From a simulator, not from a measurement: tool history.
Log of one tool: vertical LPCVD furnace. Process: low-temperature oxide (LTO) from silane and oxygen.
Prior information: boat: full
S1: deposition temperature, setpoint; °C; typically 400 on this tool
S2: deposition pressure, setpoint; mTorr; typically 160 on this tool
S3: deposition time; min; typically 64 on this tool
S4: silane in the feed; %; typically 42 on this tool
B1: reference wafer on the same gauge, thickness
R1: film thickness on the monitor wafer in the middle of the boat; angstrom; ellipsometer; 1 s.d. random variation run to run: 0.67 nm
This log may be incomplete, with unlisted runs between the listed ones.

{"run": 1, "day": 0.0, "S1": 404, "S2": 160, "S3": 49.5, "S4": 42, "B1": 391.03, "R1": 3786.9}
{"run": 2, "day": 0.492, "S1": 400, "S2": 160, "S3": 64, "S4": 42, "B1": 391.05, "R1": 4689.5}
{"run": 3, "day": 2.046, "S1": 400, "S2": 160, "S3": 64, "S4": 42, "B1": 391.07, "R1": 4681.6}
{"run": 4, "day": 2.938, "S1": 409, "S2": 160, "S3": 64, "S4": 42, "B1": 391.07, "R1": 5164}
{"run": 5, "day": 3.483, "S1": 409, "S2": 160, "S3": 64, "S4": 42, "B1": 391.17, "R1": 5169.6}
{"run": 6, "day": 3.842, "S1": 400, "S2": 160, "S3": 64, "S4": 42, "B1": 390.95, "R1": 4701.5}
{"run": 7, "day": 4.642, "S1": 400, "S2": 160, "S3": 64, "S4": 42, "B1": 390.98, "R1": 4697.8}
{"run": 8, "day": 5.221, "S1": 400, "S2": 160, "S3": 64, "S4": 42, "B1": 390.96, "R1": 4698.6}
{"run": 9, "day": 6.025, "S1": 391, "S2": 160, "S3": 64, "S4": 42, "B1": 391.11, "R1": 4243.6}
{"run": 10, "day": 6.496, "S1": 391, "S2": 160, "S3": 64, "S4": 42, "B1": 391.02, "R1": 4251.8}
{"run": 11, "day": 7.392, "S1": 391, "S2": 160, "S3": 64, "S4": 42, "B1": 391.03, "R1": 4236.6}
{"day": 8.55, "done": "thermocouples replaced and temperature profile calibrated"}
{"run": 12, "day": 8.571, "S1": 400, "S2": 160, "S3": 64, "S4": 42, "B1": 391, "R1": 4691.2}
{"run": 13, "day": 8.796, "S1": 400, "S2": 160, "S3": 64, "S4": 42, "B1": 391.14, "R1": 4696.8}
{"run": 14, "day": 9.021, "S1": 400, "S2": 160, "S3": 64, "S4": 42, "B1": 390.97, "R1": 4695.5}
{"run": 15, "day": 9.671, "S1": 406, "S2": 160, "S3": 64, "S4": 42, "B1": 391.06, "R1": 5005.7}
{"run": 16, "day": 10.358, "S1": 400, "S2": 160, "S3": 64, "S4": 42, "B1": 391.16, "R1": 4688.4}
{"run": 17, "day": 12.658, "S1": 400, "S2": 160, "S3": 64, "S4": 42, "B1": 391.08, "R1": 4692.9}
{"day": 13.825, "done": "silane flow controller replaced"}
{"run": 18, "day": 13.846, "S1": 400, "S2": 160, "S3": 64, "S4": 42, "B1": 391.15, "R1": 4689}
{"run": 19, "day": 14.067, "S1": 400, "S2": 185, "S3": 51, "S4": 42, "B1": 390.8, "R1": 4281.7}

Forecast run 20:
{"run": 20, "day": 14.954, "S1": 400, "S2": 160, "S3": 75, "S4": 35, "B1": "?", "R1": "?"}

{"run 20": {"B1": 391, "R1": 4382.8}}
With no hidden state in the tool, this same run would have given R1 4169.6 angstrom.
